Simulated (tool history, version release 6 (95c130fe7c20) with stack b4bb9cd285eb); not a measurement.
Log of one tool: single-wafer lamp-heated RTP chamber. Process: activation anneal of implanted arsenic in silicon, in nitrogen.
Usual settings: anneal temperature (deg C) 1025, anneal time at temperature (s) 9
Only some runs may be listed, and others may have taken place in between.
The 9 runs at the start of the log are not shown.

| run | hour | anneal temperature (deg C) | anneal time at temperature (s) | wafers since the last listed run | wafers since the last pyrometer calibration | wafers since the reflector plate was cleaned | hours since the gauge calibration | read-back reference wafer on the same gauge, sheet resistance | sheet resistance of the implanted and annealed layer (ohm/square) |
|---|---|---|---|---|---|---|---|---|---|
| 10 | 742.9 | 1025 | 9 | 1304 | 7025 | 3895 | 510.5 | 320.9 | 281.4 |
| 11 | 779.2 | 1025 | 9 | 743 | 7768 | 4639 | 546.8 | 320.99 | 281.58 |
|  | 807.9 | pyrometer window cleaned and pyrometer calibrated |
| 12 | 935.7 | 1044 | 9 | 3041 | 2618 | 7680 | 703.3 | 320.95 | 279.6 |
| 13 | 1039 | 1044 | 9 | 2115 | 4733 | 9796 | 806.6 | 321.03 | 279.95 |
|  | 1116.7 | reflector plate cleaned |
| 14 | 1143 | 1039 | 6 | 1966 | 6699 | 539 | 910.6 | 321.04 | 282.57 |
| 15 | 1182.3 | 1039 | 6 | 804 | 7504 | 1344 | 949.9 | 320.99 | 282.91 |
| 16 | 1262.5 | 1053 | 4 | 1642 | 9146 | 2986 | 1030.1 | 321.04 | 283.26 |
|  | 1305.8 | pyrometer window cleaned and pyrometer calibrated |
| 17 | 1336 | 1025 | 9 | 1341 | 618 | 4327 | 1103.6 | 320.97 | 282.27 |
| 18 | 1385.9 | 1025 | 9 | 1021 | 1640 | 5349 | 1153.5 | 321 | 281.97 |
| 19 | 1464 | 1025 | 9 | 1599 | 3239 | 6949 | 1231.6 | 321.06 | 282.28 |
|  | 1527.7 | gauge calibrated |
| 20 | 1533.8 | 1025 | 13 | 1429 | 4669 | 8378 | 6.1 | 320.96 | 279.82 |
| 21 | 1637.5 | 1051 | 9 | 2123 | 6792 | 10502 | 109.8 | 320.96 | 278.48 |
|  | 1691.5 | reflector plate cleaned |
|  | 1724.1 | pyrometer window cleaned and pyrometer calibrated |
| 22 | 1724.4 | 1054 | 6 | 1451 | 6 | 509 | 196.7 | 320.97 | 281.01 |
| 23 | 1828.2 | 1006 | 4 | 2125 | 2132 | 2635 | 300.5 | 321.04 | 286.52 |
| 24 | 1898.9 | 1052 | 5 | 1447 | 3580 | 4083 | 371.2 | 320.99 | 282.05 |
| 25 | 1942.5 | 1012 | 6 | 892 | 4473 | 4976 | 414.8 | 321.03 | 284.57 |
| 26 | 1983.7 | 1010 | 13 | 843 | 5316 | 5820 | 456 | 321.05 | 281.38 |
| 27 | 2071.7 | 1025 | 9 | 1802 | 7119 | 7622 | 544 | 320.98 | 281.84 |
| 28 | 2168.1 | 1002 | 13 | 1974 | 9093 | 9596 | 640.4 | 320.96 | 283.02 |
|  | 2180 | pyrometer window cleaned and pyrometer calibrated |
| 29 | 2257.3 | 1037 | 7 | 1662 | 1582 | 11259 | 729.6 | 321.02 | 281.65 |
|  | 2279.9 | reflector plate cleaned |
| 30 | 2356.2 | 1000 | 9 | 1861 | 3443 | 1562 | 828.5 | 321.01 | 283.28 |
| 31 | 2419.2 | 1037 | 14 | 1290 | 4734 | 2852 | 891.5 | 320.95 | 277.53 |

What if the next run were any one of these 4? Each begins from the tool's condition after run 31:
| A | 2419.6 | 1045 | 9 | 8 | 4742 | 2860 | 891.9 | ? | ? |
| B | 2419.6 | 1049 | 12 | 8 | 4742 | 2860 | 891.9 | ? | ? |
| C | 2419.6 | 1007 | 7 | 8 | 4742 | 2860 | 891.9 | ? | ? |
| D | 2419.6 | 1010 | 5 | 8 | 4742 | 2860 | 891.9 | ? | ? |

| run | read-back reference wafer on the same gauge, sheet resistance | sheet resistance of the implanted and annealed layer (ohm/square) |
|---|---|---|
| A | 321.03 | 280.01 |
| B | 321.03 | 277.81 |
| C | 321.03 | 284.85 |
| D | 321.03 | 285.94 |
With the hidden condition removed and each run's random variation left untouched, the same runs would have given:
| run | sheet resistance of the implanted and annealed layer (ohm/square) |
|---|---|
| A | 280.01 |
| B | 277.81 |
| C | 284.85 |
| D | 285.94 |
